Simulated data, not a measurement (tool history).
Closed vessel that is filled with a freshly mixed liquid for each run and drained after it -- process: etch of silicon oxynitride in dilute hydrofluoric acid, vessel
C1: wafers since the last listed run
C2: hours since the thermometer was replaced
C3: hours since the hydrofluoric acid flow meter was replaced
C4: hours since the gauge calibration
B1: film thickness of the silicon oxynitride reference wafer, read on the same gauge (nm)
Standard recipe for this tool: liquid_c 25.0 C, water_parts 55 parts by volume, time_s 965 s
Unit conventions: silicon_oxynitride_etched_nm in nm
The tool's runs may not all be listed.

Run 1, hour 0.0: usual settings; C1 0; C2 2334.5; C3 204.1; C4 400.3; B1 50.02. Result: silicon_oxynitride_etched_nm 26.73 nm.
Run 2, hour 44.3: usual settings; C1 3455; C2 2378.8; C3 248.4; C4 444.6; B1 50.01. Result: silicon_oxynitride_etched_nm 26.88 nm.
Run 3, hour 114.9: usual settings but liquid_c 23.5 C; C1 5506; C2 2449.4; C3 319.0; C4 515.2; B1 50.02. Result: silicon_oxynitride_etched_nm 24.94 nm.
Run 4, hour 171.4: usual settings; C1 4406; C2 2505.9; C3 375.5; C4 571.7; B1 49.99. Result: silicon_oxynitride_etched_nm 26.85 nm.
Run 5, hour 202.6: usual settings but water_parts 35 parts by volume; C1 2433; C2 2537.1; C3 406.7; C4 602.9; B1 49.99. Result: silicon_oxynitride_etched_nm 42.97 nm.
Run 6, hour 227.0: usual settings but time_s 510 s; C1 1903; C2 2561.5; C3 431.1; C4 627.3; B1 49.99. Result: silicon_oxynitride_etched_nm 14.24 nm.
Run 7, hour 253.3: usual settings but time_s 510 s; C1 2051; C2 2587.8; C3 457.4; C4 653.6; B1 50.01. Result: silicon_oxynitride_etched_nm 14.14 nm.
Run 8, hour 304.6: usual settings but time_s 510 s; C1 4001; C2 2639.1; C3 508.7; C4 704.9; B1 49.99. Result: silicon_oxynitride_etched_nm 13.98 nm.
Run 9, hour 374.1: usual settings; C1 5420; C2 2708.6; C3 578.2; C4 774.4; B1 50.00. Result: silicon_oxynitride_etched_nm 26.69 nm.
At hour 433.8: hydrofluoric acid flow meter replaced.
Run 10, hour 445.2: usual settings; C1 5467; C2 2779.7; C3 11.4; C4 845.5; B1 49.98. Result: silicon_oxynitride_etched_nm 26.67 nm.
Run 11, hour 589.6: usual settings; C1 11262; C2 2924.1; C3 155.8; C4 989.9; B1 50.00. Result: silicon_oxynitride_etched_nm 26.62 nm.
At hour 611.7: thermometer replaced.
Run 12, hour 645.3: usual settings; C1 4266; C2 33.6; C3 211.5; C4 1045.6; B1 50.00. Result: silicon_oxynitride_etched_nm 28.92 nm.
Run 13, hour 681.6: usual settings; C1 2831; C2 69.9; C3 247.8; C4 1081.9; B1 50.00. Result: silicon_oxynitride_etched_nm 28.63 nm.
Run 14, hour 861.3: usual settings; C1 14015; C2 249.6; C3 427.5; C4 1261.6; B1 50.00. Result: silicon_oxynitride_etched_nm 28.75 nm.
Run 15, hour 932.7: usual settings but liquid_c 29.5 C, time_s 1505 s; C1 5568; C2 321.0; C3 498.9; C4 1333.0; B1 50.00. Result: silicon_oxynitride_etched_nm 55.51 nm.
Run 16, hour 964.5: usual settings but time_s 1260 s; C1 2480; C2 352.8; C3 530.7; C4 1364.8; B1 50.00. Result: silicon_oxynitride_etched_nm 37.32 nm.
Run 17, hour 1003.2: usual settings but liquid_c 22.5 C, water_parts 85 parts by volume; C1 3018; C2 391.5; C3 569.4; C4 1403.5; B1 50.00. Result: silicon_oxynitride_etched_nm 16.01 nm.
Run 18, hour 1079.8: usual settings but liquid_c 21.5 C, water_parts 75 parts by volume, time_s 1255 s; C1 5974; C2 468.1; C3 646.0; C4 1480.1; B1 49.99. Result: silicon_oxynitride_etched_nm 22.65 nm.
At hour 1151.2: hydrofluoric acid flow meter replaced.
At hour 1172.9: gauge calibrated.
Run 19, hour 1211.9: usual settings but time_s 510 s; C1 10224; C2 600.2; C3 60.7; C4 39.0; B1 49.99. Result: silicon_oxynitride_etched_nm 15.22 nm.
Run 20, hour 1252.3: usual settings; C1 3150; C2 640.6; C3 101.1; C4 79.4; B1 50.01. Result: silicon_oxynitride_etched_nm 28.37 nm.
Run 21, hour 1302.6: usual settings but time_s 410 s; C1 3923; C2 690.9; C3 151.4; C4 129.7; B1 49.98. Result: silicon_oxynitride_etched_nm 12.06 nm.
Run 22, hour 1336.1: usual settings but liquid_c 28.0 C, water_parts 30 parts by volume; C1 2612; C2 724.4; C3 184.9; C4 163.2; B1 50.01. Result: silicon_oxynitride_etched_nm 61.65 nm.
Run 23, hour 1373.7: usual settings but liquid_c 30.0 C, water_parts 85 parts by volume, time_s 730 s; C1 2932; C2 762.0; C3 222.5; C4 200.8; B1 50.01. Result: silicon_oxynitride_etched_nm 16.97 nm.
Run 24, hour 1412.3: usual settings; C1 3010; C2 800.6; C3 261.1; C4 239.4; B1 49.98. Result: silicon_oxynitride_etched_nm 28.37 nm.
Run 25, hour 1459.1: usual settings but liquid_c 23.0 C, water_parts 45 parts by volume, time_s 445 s; C1 3650; C2 847.4; C3 307.9; C4 286.2; B1 50.00. Result: silicon_oxynitride_etched_nm 14.42 nm.
Run 26, hour 1511.8: usual settings but liquid_c 22.5 C, water_parts 80 parts by volume, time_s 1205 s; C1 4110; C2 900.1; C3 360.6; C4 338.9; B1 49.99. Result: silicon_oxynitride_etched_nm 20.88 nm.
Run 27, hour 1554.9: usual settings but water_parts 75 parts by volume, time_s 1425 s; C1 3361; C2 943.2; C3 403.7; C4 382.0; B1 50.00. Result: silicon_oxynitride_etched_nm 30.41 nm.
Run 28, hour 1586.8: usual settings but liquid_c 27.5 C, time_s 560 s; C1 2487; C2 975.1; C3 435.6; C4 413.9; B1 50.00. Result: silicon_oxynitride_etched_nm 18.52 nm.

Alternative continuations, all from the tool just after run 28; predict every row:
Run A, hour 1587.7: usual settings; C1 70; C2 976.0; C3 436.5; C4 414.8; B1 ?. Result: silicon_oxynitride_etched_nm ?.
Run B, hour 1587.7: usual settings but liquid_c 29.5 C, time_s 425 s; C1 70; C2 976.0; C3 436.5; C4 414.8; B1 ?. Result: silicon_oxynitride_etched_nm ?.
Run C, hour 1587.7: usual settings but liquid_c 22.5 C, water_parts 70 parts by volume; C1 70; C2 976.0; C3 436.5; C4 414.8; B1 ?. Result: silicon_oxynitride_etched_nm ?.
Run D, hour 1587.7: usual settings but liquid_c 26.5 C, time_s 1215 s; C1 70; C2 976.0; C3 436.5; C4 414.8; B1 ?. Result: silicon_oxynitride_etched_nm ?.

run     B1  silicon_oxynitride_etched_nm
  A  49.99                         28.43
  B  49.99                         15.52
  C  49.99                         19.53
  D  49.99                         38.48
Take away the tool's hidden state, keep each run's random variation, and the runs would have read:
run  silicon_oxynitride_etched_nm
  A                         29.47
  B                         16.06
  C                         20.25
  D                         39.87
